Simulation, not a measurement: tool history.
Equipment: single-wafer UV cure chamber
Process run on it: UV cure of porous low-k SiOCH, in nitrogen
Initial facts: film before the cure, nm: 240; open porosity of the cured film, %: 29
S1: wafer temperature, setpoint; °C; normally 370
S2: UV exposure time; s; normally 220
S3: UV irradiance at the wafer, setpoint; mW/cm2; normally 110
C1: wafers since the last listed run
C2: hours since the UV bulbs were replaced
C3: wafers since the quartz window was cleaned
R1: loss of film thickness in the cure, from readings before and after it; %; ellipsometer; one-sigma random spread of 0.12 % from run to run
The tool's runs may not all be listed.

{"run": 1, "hour": 0.0, "S1": 370, "S2": 325, "S3": 110, "C1": 0, "C2": 2007.6, "C3": 1950, "R1": 15.061}
{"run": 2, "hour": 84.9, "S1": 379, "S2": 180, "S3": 110, "C1": 916, "C2": 2092.5, "C3": 2866, "R1": 12.096}
{"run": 3, "hour": 129.0, "S1": 379, "S2": 180, "S3": 110, "C1": 475, "C2": 2136.6, "C3": 3342, "R1": 11.874}
{"hour": 138.1, "done": "UV bulbs replaced"}
{"run": 4, "hour": 213.6, "S1": 370, "S2": 220, "S3": 110, "C1": 826, "C2": 75.5, "C3": 4168, "R1": 13.11}
{"run": 5, "hour": 275.6, "S1": 370, "S2": 220, "S3": 110, "C1": 669, "C2": 137.5, "C3": 4838, "R1": 12.957}
{"run": 6, "hour": 344.5, "S1": 370, "S2": 220, "S3": 110, "C1": 743, "C2": 206.4, "C3": 5581, "R1": 12.84}
{"run": 7, "hour": 440.9, "S1": 370, "S2": 285, "S3": 100, "C1": 1040, "C2": 302.8, "C3": 6621, "R1": 13.834}
{"run": 8, "hour": 485.3, "S1": 370, "S2": 285, "S3": 100, "C1": 479, "C2": 347.2, "C3": 7100, "R1": 13.631}
{"hour": 502.6, "done": "quartz window cleaned"}
{"run": 9, "hour": 575.8, "S1": 370, "S2": 285, "S3": 100, "C1": 890, "C2": 437.7, "C3": 790, "R1": 14.344}
{"run": 10, "hour": 639.3, "S1": 360, "S2": 220, "S3": 110, "C1": 685, "C2": 501.2, "C3": 1475, "R1": 13.253}
{"run": 11, "hour": 686.2, "S1": 360, "S2": 220, "S3": 110, "C1": 506, "C2": 548.1, "C3": 1981, "R1": 13.156}
{"run": 12, "hour": 743.2, "S1": 358, "S2": 220, "S3": 110, "C1": 615, "C2": 605.1, "C3": 2596, "R1": 12.985}
{"run": 13, "hour": 798.2, "S1": 358, "S2": 220, "S3": 110, "C1": 593, "C2": 660.1, "C3": 3190, "R1": 12.861}
{"run": 14, "hour": 873.8, "S1": 358, "S2": 220, "S3": 110, "C1": 815, "C2": 735.7, "C3": 4006, "R1": 12.684}
{"run": 15, "hour": 929.6, "S1": 370, "S2": 220, "S3": 110, "C1": 602, "C2": 791.5, "C3": 4608, "R1": 13.166}
{"run": 16, "hour": 966.7, "S1": 370, "S2": 220, "S3": 110, "C1": 400, "C2": 828.6, "C3": 5008, "R1": 13.066}
{"run": 17, "hour": 1024.9, "S1": 370, "S2": 220, "S3": 121, "C1": 628, "C2": 886.8, "C3": 5636, "R1": 13.407}
{"run": 18, "hour": 1110.3, "S1": 370, "S2": 220, "S3": 121, "C1": 921, "C2": 972.2, "C3": 6558, "R1": 13.495}
{"run": 19, "hour": 1177.9, "S1": 370, "S2": 220, "S3": 121, "C1": 729, "C2": 1039.8, "C3": 7287, "R1": 13.548}
{"hour": 1253.1, "done": "quartz window cleaned"}
{"run": 20, "hour": 1281.5, "S1": 370, "S2": 220, "S3": 110, "C1": 1031, "C2": 1143.4, "C3": 306, "R1": 13.712}
{"run": 21, "hour": 1386.8, "S1": 370, "S2": 220, "S3": 110, "C1": 1136, "C2": 1248.7, "C3": 1442, "R1": 13.398}
{"run": 22, "hour": 1708.6, "S1": 370, "S2": 220, "S3": 110, "C1": 3472, "C2": 1570.5, "C3": 4915, "R1": 12.624}
{"run": 23, "hour": 1798.4, "S1": 370, "S2": 220, "S3": 133, "C1": 969, "C2": 1660.3, "C3": 5884, "R1": 13.709}
{"hour": 1889.5, "done": "quartz window cleaned"}
{"run": 24, "hour": 1991.2, "S1": 381, "S2": 150, "S3": 145, "C1": 1994, "C2": 1853.1, "C3": 1097, "R1": 12.777}
{"run": 25, "hour": 2084.0, "S1": 382, "S2": 340, "S3": 84, "C1": 1001, "C2": 1945.9, "C3": 2098, "R1": 13.994}
{"run": 26, "hour": 2140.1, "S1": 359, "S2": 220, "S3": 147, "C1": 605, "C2": 2002.0, "C3": 2703, "R1": 14.223}
{"run": 27, "hour": 2187.1, "S1": 354, "S2": 115, "S3": 143, "C1": 507, "C2": 2049.0, "C3": 3211, "R1": 10.328}
{"run": 28, "hour": 2248.5, "S1": 370, "S2": 220, "S3": 110, "C1": 662, "C2": 2110.4, "C3": 3873, "R1": 12.676}
{"run": 29, "hour": 2333.5, "S1": 384, "S2": 350, "S3": 94, "C1": 917, "C2": 2195.4, "C3": 4790, "R1": 14.325}
{"run": 30, "hour": 2394.1, "S1": 383, "S2": 290, "S3": 87, "C1": 653, "C2": 2256.0, "C3": 5444, "R1": 12.913}
{"run": 31, "hour": 2442.8, "S1": 377, "S2": 90, "S3": 79, "C1": 525, "C2": 2304.7, "C3": 5970, "R1": 6.68}
{"hour": 2494.1, "done": "UV bulbs replaced"}
{"run": 32, "hour": 2530.3, "S1": 370, "S2": 220, "S3": 90, "C1": 857, "C2": 36.2, "C3": 6828, "R1": 11.919}
{"hour": 2551.1, "done": "quartz window cleaned"}
{"run": 33, "hour": 2630.9, "S1": 353, "S2": 255, "S3": 77, "C1": 999, "C2": 136.8, "C3": 861, "R1": 12.14}
{"run": 34, "hour": 2702.6, "S1": 370, "S2": 310, "S3": 110, "C1": 773, "C2": 208.5, "C3": 1635, "R1": 15.406}
{"run": 35, "hour": 2755.9, "S1": 384, "S2": 350, "S3": 94, "C1": 575, "C2": 261.8, "C3": 2210, "R1": 15.095}
{"run": 36, "hour": 2831.2, "S1": 370, "S2": 220, "S3": 110, "C1": 812, "C2": 337.1, "C3": 3022, "R1": 13.296}
{"run": 37, "hour": 2907.5, "S1": 388, "S2": 150, "S3": 110, "C1": 823, "C2": 413.4, "C3": 3846, "R1": 11.415}
{"run": 38, "hour": 3005.5, "S1": 370, "S2": 220, "S3": 110, "C1": 1057, "C2": 511.4, "C3": 4903, "R1": 12.736}
{"run": 39, "hour": 3097.8, "S1": 370, "S2": 220, "S3": 110, "C1": 996, "C2": 603.7, "C3": 5899, "R1": 12.944}
{"run": 40, "hour": 3140.1, "S1": 358, "S2": 285, "S3": 80, "C1": 456, "C2": 646.0, "C3": 6356, "R1": 12.202}
{"hour": 3215.0, "done": "quartz window cleaned"}
{"run": 41, "hour": 3240.4, "S1": 376, "S2": 220, "S3": 110, "C1": 996, "C2": 746.3, "C3": 273, "R1": 13.98}
{"run": 42, "hour": 3299.8, "S1": 370, "S2": 220, "S3": 110, "C1": 640, "C2": 805.7, "C3": 914, "R1": 13.702}
{"run": 43, "hour": 3403.9, "S1": 389, "S2": 300, "S3": 73, "C1": 1123, "C2": 909.8, "C3": 2037, "R1": 13.22}
{"run": 44, "hour": 3474.7, "S1": 390, "S2": 290, "S3": 143, "C1": 763, "C2": 980.6, "C3": 2801, "R1": 16.154}
{"run": 45, "hour": 3580.7, "S1": 370, "S2": 130, "S3": 110, "C1": 1143, "C2": 1086.6, "C3": 3945, "R1": 10.331}
{"run": 46, "hour": 3657.2, "S1": 389, "S2": 330, "S3": 110, "C1": 825, "C2": 1163.1, "C3": 4771, "R1": 15.367}

Run-by-run hidden state of the tool:
H1: lamp output below its setpoint, %
H2: transmission lost against a clean window, %
run=1 H1=8.15 H2=11.1
run=2 H1=8.83 H2=14.1
run=3 H1=9.19 H2=15.2
run=4 H1=0.526 H2=17
run=5 H1=0.552 H2=17.9
run=6 H1=0.598 H2=18.7
run=7 H1=0.695 H2=19.5
run=8 H1=0.751 H2=19.8
run=9 H1=0.89 H2=5.47
run=10 H1=1.01 H2=9.05
run=11 H1=1.1 H2=11.2
run=12 H1=1.23 H2=13.2
run=13 H1=1.37 H2=14.8
run=14 H1=1.57 H2=16.5
run=15 H1=1.74 H2=17.4
run=16 H1=1.86 H2=17.9
run=17 H1=2.05 H2=18.6
run=18 H1=2.37 H2=19.3
run=19 H1=2.63 H2=19.7
run=20 H1=3.07 H2=2.83
run=21 H1=3.57 H2=9.4
run=22 H1=5.34 H2=18.3
run=23 H1=5.91 H2=19.3
run=24 H1=7.24 H2=7.73
run=25 H1=7.93 H2=12.1
run=26 H1=8.36 H2=14.1
run=27 H1=8.73 H2=15.4
run=28 H1=9.23 H2=16.8
run=29 H1=9.95 H2=18.2
run=30 H1=10.5 H2=18.9
run=31 H1=10.9 H2=19.4
run=32 H1=0.484 H2=20.1
run=33 H1=0.519 H2=7
run=34 H1=0.567 H2=10.9
run=35 H1=0.616 H2=13.1
run=36 H1=0.704 H2=15.5
run=37 H1=0.816 H2=17.3
run=38 H1=0.994 H2=18.9
run=39 H1=1.2 H2=19.9
run=40 H1=1.3 H2=20.3
run=41 H1=1.57 H2=2.33
run=42 H1=1.75 H2=6.43
run=43 H1=2.1 H2=11.6
run=44 H1=2.36 H2=14
run=45 H1=2.79 H2=16.6
run=46 H1=3.13 H2=17.9
